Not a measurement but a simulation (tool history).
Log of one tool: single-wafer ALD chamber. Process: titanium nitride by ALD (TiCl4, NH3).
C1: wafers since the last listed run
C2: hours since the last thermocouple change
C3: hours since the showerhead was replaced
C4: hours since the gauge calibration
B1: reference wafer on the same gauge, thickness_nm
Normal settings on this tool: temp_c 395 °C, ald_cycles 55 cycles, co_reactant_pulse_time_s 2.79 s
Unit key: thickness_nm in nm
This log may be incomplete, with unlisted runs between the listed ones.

Run 1, hour 0.0: usual settings but ald_cycles 59 cycles; C1 0; C2 2064.3; C3 3007.7; C4 243.7; B1 1.083. Result: thickness_nm 1.382 nm.
Run 2, hour 18.4: usual settings but ald_cycles 59 cycles; C1 72; C2 2082.7; C3 3026.1; C4 262.1; B1 1.085. Result: thickness_nm 1.386 nm.
Run 3, hour 32.0: usual settings but temp_c 384 °C, ald_cycles 53 cycles; C1 53; C2 2096.3; C3 3039.7; C4 275.7; B1 1.083. Result: thickness_nm 1.230 nm.
Run 4, hour 54.6: usual settings but temp_c 384 °C, ald_cycles 53 cycles; C1 88; C2 2118.9; C3 3062.3; C4 298.3; B1 1.085. Result: thickness_nm 1.236 nm.
Run 5, hour 88.2: usual settings; C1 132; C2 2152.5; C3 3095.9; C4 331.9; B1 1.086. Result: thickness_nm 1.298 nm.
Run 6, hour 116.9: usual settings; C1 113; C2 2181.2; C3 3124.6; C4 360.6; B1 1.087. Result: thickness_nm 1.291 nm.
Run 7, hour 146.0: usual settings; C1 114; C2 2210.3; C3 3153.7; C4 389.7; B1 1.087. Result: thickness_nm 1.292 nm.
Run 8, hour 207.6: usual settings; C1 242; C2 2271.9; C3 3215.3; C4 451.3; B1 1.090. Result: thickness_nm 1.296 nm.
Run 9, hour 230.7: usual settings; C1 90; C2 2295.0; C3 3238.4; C4 474.4; B1 1.092. Result: thickness_nm 1.299 nm.
Run 10, hour 256.0: usual settings; C1 99; C2 2320.3; C3 3263.7; C4 499.7; B1 1.092. Result: thickness_nm 1.296 nm.
Run 11, hour 280.8: usual settings; C1 97; C2 2345.1; C3 3288.5; C4 524.5; B1 1.093. Result: thickness_nm 1.301 nm.
Run 12, hour 294.4: usual settings; C1 53; C2 2358.7; C3 3302.1; C4 538.1; B1 1.095. Result: thickness_nm 1.296 nm.
At hour 303.2: thermocouple changed; heater temperature recalibrated.
Run 13, hour 314.8: usual settings; C1 48; C2 11.6; C3 3322.5; C4 558.5; B1 1.095. Result: thickness_nm 1.307 nm.
Run 14, hour 334.2: usual settings but temp_c 380 °C, ald_cycles 45 cycles, co_reactant_pulse_time_s 2.30 s; C1 76; C2 31.0; C3 3341.9; C4 577.9; B1 1.096. Result: thickness_nm 1.042 nm.

Forecast run 15:
Run 15, hour 347.0: usual settings but temp_c 408 °C; C1 50; C2 43.8; C3 3354.7; C4 590.7; B1 ?. Result: thickness_nm ?.

B1: 1.097
thickness_nm: 1.310 nm
Without the tool's hidden state the same run would have given thickness_nm 1.289 nm.
